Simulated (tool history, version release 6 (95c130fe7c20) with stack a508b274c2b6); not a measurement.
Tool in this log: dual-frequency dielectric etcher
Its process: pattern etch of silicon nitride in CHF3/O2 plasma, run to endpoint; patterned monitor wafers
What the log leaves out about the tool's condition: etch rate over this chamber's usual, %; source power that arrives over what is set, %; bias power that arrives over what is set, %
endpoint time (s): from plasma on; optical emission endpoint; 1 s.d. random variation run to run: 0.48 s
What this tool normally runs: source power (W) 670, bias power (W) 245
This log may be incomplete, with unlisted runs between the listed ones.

run,day,source power (W),bias power (W),wafers since the last listed run,hours since the last wet clean,hours since the last source power generator calibration,hours since the last bias power generator calibration,hours since the last upper electrode change,"incoming incoming film thickness, nm",endpoint time (s)
1,0.000,670,245,0,142.6,1879.1,3140.3,2102.3,99.1,56.4
2,2.142,670,245,709,194.0,1930.5,3191.7,2153.7,99.0,57.1
3,6.354,780,245,1395,295.1,2031.6,3292.8,2254.8,99.3,54.3
4,9.833,780,245,1152,378.6,2115.1,3376.3,2338.3,100.0,54.7
5,13.708,780,245,1283,471.6,2208.1,3469.3,2431.3,98.9,54.2
# day 17.283: wet clean of the chamber
6,17.317,670,245,863,0.8,2294.7,3555.9,2517.9,98.4,58.5
# day 18.521: upper electrode replaced
7,19.675,670,245,449,57.4,2351.3,3612.5,27.7,99.2,59.7
8,21.521,670,245,611,101.7,2395.6,3656.8,72.0,98.7,59.0
9,25.062,520,290,1173,186.7,2480.6,3741.8,157.0,99.3,61.3
# day 28.679: wet clean of the chamber, repeated, since the last time left the tool worse
10,28.838,570,201,919,3.8,2571.2,3832.4,247.6,99.3,65.8
11,31.346,600,274,830,64.0,2631.4,3892.6,307.8,99.0,55.8
# day 31.850: source power generator calibrated
12,34.558,570,201,1008,141.1,65.0,3969.7,384.9,99.6,65.8

What will run 13 give?
13,38.925,620,245,1446,245.9,169.8,4074.5,489.7,99.8,?

endpoint time (s): 60.6
With no hidden state in the tool, this same run would have given endpoint time (s) 59.5.
